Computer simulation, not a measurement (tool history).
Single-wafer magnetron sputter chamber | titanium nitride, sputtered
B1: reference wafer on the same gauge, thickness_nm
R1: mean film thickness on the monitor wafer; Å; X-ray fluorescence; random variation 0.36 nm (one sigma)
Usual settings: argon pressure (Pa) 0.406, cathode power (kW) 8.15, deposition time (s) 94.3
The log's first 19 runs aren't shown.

Run 20, hour 980.2: usual settings but cathode power (kW) 9.05, deposition time (s) 109.1; B1 141.011. Result: R1 1805.24 Å.
Run 21, hour 1021: usual settings but argon pressure (Pa) 0.281, cathode power (kW) 7.35, deposition time (s) 103; B1 140.987. Result: R1 1450.6 Å.
Run 22, hour 1048: usual settings but argon pressure (Pa) 0.285, cathode power (kW) 6.75, deposition time (s) 101.1; B1 141.009. Result: R1 1311.03 Å.
Run 23, hour 1082.4: usual settings but cathode power (kW) 6.4; B1 141.064. Result: R1 1105.75 Å.
At hour 1144.4: capacitance manometer re-zeroed and calibrated.
Run 24, hour 1144.9: usual settings; B1 141.03. Result: R1 1408.28 Å.
Run 25, hour 1204.2: usual settings but argon pressure (Pa) 0.521, cathode power (kW) 7.25, deposition time (s) 102.3; B1 141.055. Result: R1 1301.36 Å.
Run 26, hour 1241.4: usual settings but argon pressure (Pa) 0.504, deposition time (s) 104.9; B1 141.011. Result: R1 1513.19 Å.
At hour 1271.1: sputter target and shields replaced.
Run 27, hour 1281.8: usual settings but argon pressure (Pa) 0.292, cathode power (kW) 7.5, deposition time (s) 80.8; B1 141.022. Result: R1 1154.19 Å.
Run 28, hour 1319.6: usual settings but argon pressure (Pa) 0.504, deposition time (s) 104.9; B1 141.026. Result: R1 1507.22 Å.
Run 29, hour 1357.1: usual settings but argon pressure (Pa) 0.543, deposition time (s) 101.5; B1 141.051. Result: R1 1444.41 Å.
Run 30, hour 1391.7: usual settings but argon pressure (Pa) 0.27; B1 141.005. Result: R1 1479.67 Å.
Run 31, hour 1446.4: usual settings but argon pressure (Pa) 0.282, deposition time (s) 82.2; B1 141.052. Result: R1 1284.44 Å.
Run 32, hour 1474.9: usual settings but argon pressure (Pa) 0.28; B1 140.994. Result: R1 1476.94 Å.
Run 33, hour 1545.6: usual settings; B1 141.023. Result: R1 1405.69 Å.
Run 34, hour 1605.8: usual settings but argon pressure (Pa) 0.289, cathode power (kW) 7.25, deposition time (s) 102; B1 140.966. Result: R1 1412.77 Å.
Run 35, hour 1645.5: usual settings but argon pressure (Pa) 0.255, cathode power (kW) 9.7, deposition time (s) 108.6; B1 140.986. Result: R1 2031.95 Å.

Forecast each of these 4 alternatives for the next run:
Run A, hour 1645.9: usual settings but cathode power (kW) 9.95; B1 ?. Result: R1 ?.
Run B, hour 1645.9: usual settings but cathode power (kW) 6.9, deposition time (s) 87.8; B1 ?. Result: R1 ?.
Run C, hour 1645.9: usual settings but cathode power (kW) 9.2, deposition time (s) 111.9; B1 ?. Result: R1 ?.
Run D, hour 1645.9: usual settings but deposition time (s) 84.3; B1 ?. Result: R1 ?.

run       B1       R1
  A  140.966  1724.63
  B  140.966  1113.53
  C  140.966  1892.25
  D  140.966  1262.83
Without the tool's hidden state the same runs would have given:
run       R1
  A  1724.63
  B  1113.53
  C  1892.25
  D  1262.83
